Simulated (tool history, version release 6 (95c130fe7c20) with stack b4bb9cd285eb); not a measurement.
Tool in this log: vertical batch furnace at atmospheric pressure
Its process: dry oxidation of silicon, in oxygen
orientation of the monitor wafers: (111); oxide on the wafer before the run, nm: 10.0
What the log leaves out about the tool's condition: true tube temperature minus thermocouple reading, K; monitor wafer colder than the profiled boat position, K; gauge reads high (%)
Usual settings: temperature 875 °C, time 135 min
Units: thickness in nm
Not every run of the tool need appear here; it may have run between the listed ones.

run,hour,temperature,time,wafers since the last listed run,hours since the last temperature calibration,hours since the boat lift was adjusted,hours since the gauge calibration,"read-back reference wafer on the same gauge, thickness",thickness
1,0,882,135,0,3489.9,3411.2,150.3,36,44.43
# hour 6.1: gauge calibrated
2,14.1,882,135,212,3504,3425.3,8,35.99,44.26
3,34.9,875,112,313,3524.8,3446.1,28.8,35.99,37.13
4,60,875,112,377,3549.9,3471.2,53.9,36,37.2
# hour 87.4: thermocouples replaced and temperature profile calibrated
5,87.9,875,112,58,0.5,3499.1,81.8,36,37.2
6,93.4,867,135,82,6,3504.6,87.3,36.01,38.6
7,111.2,875,135,267,23.8,3522.4,105.1,35.99,41.57
# hour 150.1: boat lift adjusted
8,150.6,875,135,231,63.2,0.5,144.5,36,41.6
9,156.1,875,135,82,68.7,6,150,36.01,41.61
10,161.7,894,165,84,74.3,11.6,155.6,36,56.12
11,176.4,890,185.5,221,89,26.3,170.3,36.01,58.32
12,192.1,896,165.5,236,104.7,42,186,36,57.53
# hour 196.1: gauge calibrated
13,201.9,875,104.5,147,114.5,51.8,5.8,36,35.63
14,222.3,856,90.5,307,134.9,72.2,26.2,36,27.91
15,241.5,875,116,288,154.1,91.4,45.4,35.99,38.03
16,249.3,875,135,117,161.9,99.2,53.2,36,41.44
17,269.3,863,198.5,301,181.9,119.2,73.2,36,47.05
18,282.8,875,135,203,195.4,132.7,86.7,36,41.61

Forecast each of these 3 alternatives for the next run:
A,288.4,887,135,84,201,138.3,92.3,?,?
B,288.4,893,184,84,201,138.3,92.3,?,?
C,288.4,857,103.5,84,201,138.3,92.3,?,?

run,"read-back reference wafer on the same gauge, thickness",thickness
A,36,46.47
B,36,59.78
C,36,30.37
Take away the tool's hidden state, keep each run's random variation, and the runs would have read:
run,thickness
A,46.47
B,59.78
C,30.37
